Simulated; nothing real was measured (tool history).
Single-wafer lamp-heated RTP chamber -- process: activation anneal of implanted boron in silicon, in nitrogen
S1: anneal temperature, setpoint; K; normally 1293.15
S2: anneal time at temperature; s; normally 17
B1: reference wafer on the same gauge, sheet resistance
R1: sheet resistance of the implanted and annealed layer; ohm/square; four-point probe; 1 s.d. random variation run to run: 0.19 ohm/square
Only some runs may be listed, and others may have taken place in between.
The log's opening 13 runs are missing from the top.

run,hour,S1,S2,B1,R1
14,622.7,1317.15,24,125.03,119.88
# hour 644.9: gauge calibrated
15,677.4,1313.15,10,125.05,120.65
# hour 748.7: pyrometer window cleaned and pyrometer calibrated
# hour 859.9: reflector plate cleaned
16,862.5,1313.15,14,124.95,120.53
17,914.3,1309.15,26,125.05,120.28
18,952.2,1293.15,17,124.99,121.71
19,983.9,1277.15,26,125.04,122.19
20,1013.2,1293.15,17,124.99,121.19
21,1080.4,1309.15,26,124.96,119.99
22,1118.0,1293.15,25,125.00,121.24
23,1177.6,1269.15,12,124.93,124.18
24,1224.1,1283.15,17,125.06,121.99
# hour 1291.9: pyrometer window cleaned and pyrometer calibrated
25,1312.8,1293.15,17,124.95,122.34
26,1341.9,1293.15,17,125.04,121.80
27,1409.7,1267.15,25,124.93,125.26
28,1434.6,1293.15,17,124.97,121.37
# hour 1460.8: reflector plate cleaned
29,1541.9,1293.15,11,125.03,121.84
30,1604.2,1271.15,13,125.01,124.39
31,1794.5,1293.15,17,125.02,121.19
32,1857.0,1293.15,7,125.03,121.87
# hour 1875.5: pyrometer window cleaned and pyrometer calibrated
33,1890.5,1313.15,26,124.90,120.51
34,1934.4,1279.15,25,124.94,122.58
35,1965.2,1293.15,17,124.96,121.34

Here are 5 independent what-if runs from the current tool condition. What would each one return?
A,1965.6,1281.15,17,?,?
B,1965.6,1264.15,23,?,?
C,1965.6,1281.15,23,?,?
D,1965.6,1267.15,9,?,?
E,1965.6,1306.15,20,?,?

run,B1,R1
A,125.04,123.01
B,125.04,126.05
C,125.04,122.58
D,125.04,127.75
E,125.04,120.82
Without the tool's hidden state the same runs would have given:
run,R1
A,124.00
B,128.15
C,123.46
D,130.34
E,121.11
